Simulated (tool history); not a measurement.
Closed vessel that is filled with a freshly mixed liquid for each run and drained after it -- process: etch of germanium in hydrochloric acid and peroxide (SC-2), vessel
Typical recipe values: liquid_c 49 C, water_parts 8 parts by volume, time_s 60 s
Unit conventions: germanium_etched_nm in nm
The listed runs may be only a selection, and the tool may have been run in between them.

run    hour  liquid_c  water_parts  time_s  wafers since the last listed run  hours since the thermometer was replaced  hours since the chemicals flow meter was replaced  hours since the drum of peroxide was connected  hours since the gauge calibration  read-back film thickness of the germanium reference wafer, read on the same gauge (nm)  germanium_etched_nm
  1       0        49            8      60                                 0                                    1240.7                                              801.2                                           431.6                              100.9                                                                                   90.02               221.51
       53.4  -- new drum of peroxide connected
  2    67.1        49            8      60                              5624                                    1307.8                                              868.3                                            13.7                                168                                                                                    90.1               221.93
  3   102.5        49            8      60                              3012                                    1343.2                                              903.7                                            49.1                              203.4                                                                                   90.13               219.41
  4   157.1        49            8      60                              4646                                    1397.8                                              958.3                                           103.7                                258                                                                                   90.23               219.47
  5   209.1        49            8      60                              4424                                    1449.8                                             1010.3                                           155.7                                310                                                                                   90.36                221.9
  6   265.3        49            8      60                              4782                                      1506                                             1066.5                                           211.9                              366.2                                                                                    90.5               222.65
  7   312.3        49            8      60                              3999                                      1553                                             1113.5                                           258.9                              413.2                                                                                   90.61               223.47
  8   369.5        49            8      60                              4867                                    1610.2                                             1170.7                                           316.1                              470.4                                                                                   90.78               223.36
  9   429.1        49            8      60                              5071                                    1669.8                                             1230.3                                           375.7                                530                                                                                   91.06                221.9
 10   485.6        49            8      60                              4807                                    1726.3                                             1286.8                                           432.2                              586.5                                                                                   91.26               222.55
 11   515.4        49            8      60                              2535                                    1756.1                                             1316.6                                             462                              616.3                                                                                   91.41               224.91
      520.1  -- new drum of peroxide connected
 12     559        49            8      60                              3625                                    1799.7                                             1360.2                                            38.9                              659.9                                                                                   91.59               224.43
 13   606.6        54          9.5      60                              4050                                    1847.3                                             1407.8                                            86.5                              707.5                                                                                   91.84               259.72
 14   662.3        49            8      60                              4739                                      1903                                             1463.5                                           142.2                              763.2                                                                                   92.14                223.4
 15   719.7        49            5      60                              4884                                    1960.4                                             1520.9                                           199.6                              820.6                                                                                   92.45               231.39
      739.1  -- thermometer replaced
      742.3  -- chemicals flow meter replaced
 16   781.2      39.5          9.5      60                              5063                                      42.1                                               38.9                                           261.1                              882.1                                                                                   92.83               165.35
 17   821.7        49            8      80                              3446                                      82.6                                               79.4                                           301.6                              922.6                                                                                    93.1               306.47
 18     892        44            8      60                              5982                                     152.9                                              149.7                                           371.9                              992.9                                                                                   93.59               194.58
     1018.5  -- gauge calibrated
     1028.8  -- new drum of peroxide connected
 19  1100.6        57            4      40                             17665                                     361.5                                              358.3                                            71.8                               82.1                                                                                   90.32                  195
 20  1166.2        41            6      80                              5582                                     427.1                                              423.9                                           137.4                              147.7                                                                                   90.38               230.75
 21  1212.3        49           10      60                              3922                                     473.2                                                470                                           183.5                              193.8                                                                                   90.44               219.23
 22  1279.1        49            5      70                              5684                                       540                                              536.8                                           250.3                              260.6                                                                                   90.54                266.6

For each run, what was the tool's unlogged condition?
liquid colder than its thermometer reads (K): 0 in every run
chemicals flow below the setpoint (%): 0 in every run
peroxide weaker than its label (%): 0 in every run
H1: gauge reads high (%)
run      H1
  1  0.0522
  2   0.125
  3   0.178
  4    0.28
  5   0.399
  6   0.553
  7   0.701
  8   0.905
  9    1.15
 10     1.4
 11    1.55
 12    1.77
 13    2.03
 14    2.36
 15    2.73
 16    3.15
 17    3.45
 18    3.99
 19   0.379
 20    0.44
 21   0.503
 22   0.626

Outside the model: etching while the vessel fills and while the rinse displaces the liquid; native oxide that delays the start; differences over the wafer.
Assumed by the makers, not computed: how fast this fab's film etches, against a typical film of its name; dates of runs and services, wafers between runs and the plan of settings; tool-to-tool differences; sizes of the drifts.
